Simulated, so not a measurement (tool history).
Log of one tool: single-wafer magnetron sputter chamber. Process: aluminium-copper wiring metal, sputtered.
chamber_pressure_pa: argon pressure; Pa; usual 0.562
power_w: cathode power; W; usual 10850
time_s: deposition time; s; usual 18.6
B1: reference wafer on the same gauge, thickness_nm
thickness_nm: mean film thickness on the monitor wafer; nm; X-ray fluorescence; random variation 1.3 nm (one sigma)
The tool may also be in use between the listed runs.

{"run": 1, "hour": 0.0, "chamber_pressure_pa": 0.562, "power_w": 10850, "time_s": 20.1, "B1": 408.455, "thickness_nm": 387.865}
{"run": 2, "hour": 17.7, "chamber_pressure_pa": 0.562, "power_w": 10850, "time_s": 20.1, "B1": 407.91, "thickness_nm": 383.911}
{"run": 3, "hour": 33.1, "chamber_pressure_pa": 0.562, "power_w": 10850, "time_s": 20.1, "B1": 408.104, "thickness_nm": 385.672}
{"run": 4, "hour": 45.0, "chamber_pressure_pa": 0.562, "power_w": 9650, "time_s": 18.6, "B1": 407.77, "thickness_nm": 314.675}
{"run": 5, "hour": 62.8, "chamber_pressure_pa": 0.562, "power_w": 9650, "time_s": 18.6, "B1": 407.762, "thickness_nm": 314.641}
{"run": 6, "hour": 77.3, "chamber_pressure_pa": 0.562, "power_w": 9650, "time_s": 18.6, "B1": 407.947, "thickness_nm": 316.279}
{"run": 7, "hour": 93.1, "chamber_pressure_pa": 0.562, "power_w": 10850, "time_s": 18.6, "B1": 408.046, "thickness_nm": 351.444}
{"hour": 111.7, "done": "magnet pack replaced"}
{"hour": 119.3, "done": "sputter target and shields replaced"}
{"run": 8, "hour": 128.8, "chamber_pressure_pa": 0.562, "power_w": 10850, "time_s": 18.6, "B1": 407.95, "thickness_nm": 361.403}
{"run": 9, "hour": 146.5, "chamber_pressure_pa": 0.562, "power_w": 10850, "time_s": 18.6, "B1": 407.924, "thickness_nm": 359.531}
{"run": 10, "hour": 161.8, "chamber_pressure_pa": 0.562, "power_w": 10850, "time_s": 18.6, "B1": 408.17, "thickness_nm": 363.648}
{"run": 11, "hour": 171.4, "chamber_pressure_pa": 0.562, "power_w": 10850, "time_s": 18.6, "B1": 408.008, "thickness_nm": 359.138}
{"run": 12, "hour": 178.7, "chamber_pressure_pa": 0.562, "power_w": 12400, "time_s": 18.6, "B1": 408.046, "thickness_nm": 412.321}
{"run": 13, "hour": 193.4, "chamber_pressure_pa": 0.562, "power_w": 10850, "time_s": 18.6, "B1": 407.716, "thickness_nm": 358.672}
{"run": 14, "hour": 239.9, "chamber_pressure_pa": 0.409, "power_w": 10850, "time_s": 19.7, "B1": 407.866, "thickness_nm": 402.034}
{"run": 15, "hour": 247.9, "chamber_pressure_pa": 0.562, "power_w": 13050, "time_s": 18.6, "B1": 408.107, "thickness_nm": 431.069}
{"run": 16, "hour": 263.5, "chamber_pressure_pa": 0.562, "power_w": 10850, "time_s": 21.2, "B1": 408.035, "thickness_nm": 408.018}
{"run": 17, "hour": 270.9, "chamber_pressure_pa": 0.753, "power_w": 10850, "time_s": 18.6, "B1": 407.698, "thickness_nm": 335.039}
{"run": 18, "hour": 278.6, "chamber_pressure_pa": 0.749, "power_w": 9600, "time_s": 21.8, "B1": 407.824, "thickness_nm": 348.187}
{"run": 19, "hour": 325.9, "chamber_pressure_pa": 0.468, "power_w": 10850, "time_s": 18.6, "B1": 407.904, "thickness_nm": 366.296}
{"run": 20, "hour": 341.9, "chamber_pressure_pa": 0.698, "power_w": 9900, "time_s": 20.3, "B1": 408.158, "thickness_nm": 335.106}
{"run": 21, "hour": 349.5, "chamber_pressure_pa": 0.497, "power_w": 8300, "time_s": 21.2, "B1": 408.14, "thickness_nm": 316.594}
{"run": 22, "hour": 357.3, "chamber_pressure_pa": 0.562, "power_w": 10850, "time_s": 18.6, "B1": 407.724, "thickness_nm": 353.556}
{"run": 23, "hour": 367.6, "chamber_pressure_pa": 0.562, "power_w": 10850, "time_s": 15.9, "B1": 407.882, "thickness_nm": 303.394}
{"hour": 376.2, "done": "gauge calibrated"}
{"run": 24, "hour": 380.6, "chamber_pressure_pa": 0.562, "power_w": 9350, "time_s": 18.6, "B1": 408.145, "thickness_nm": 305.991}
{"hour": 399.5, "done": "sputter target and shields replaced"}
{"run": 25, "hour": 400.0, "chamber_pressure_pa": 0.693, "power_w": 10850, "time_s": 18.6, "B1": 408.173, "thickness_nm": 344.59}
{"hour": 413.2, "done": "capacitance manometer re-zeroed and calibrated"}
{"run": 26, "hour": 413.7, "chamber_pressure_pa": 0.562, "power_w": 9300, "time_s": 18.6, "B1": 408.127, "thickness_nm": 307.344}

The next listed run, before its measurement:
{"run": 27, "hour": 450.0, "chamber_pressure_pa": 0.356, "power_w": 10850, "time_s": 20.6, "B1": "?", "thickness_nm": "?"}

B1: 407.953
thickness_nm: 430.456 nm
Without the tool's hidden state the same run would have given thickness_nm 432.487 nm.
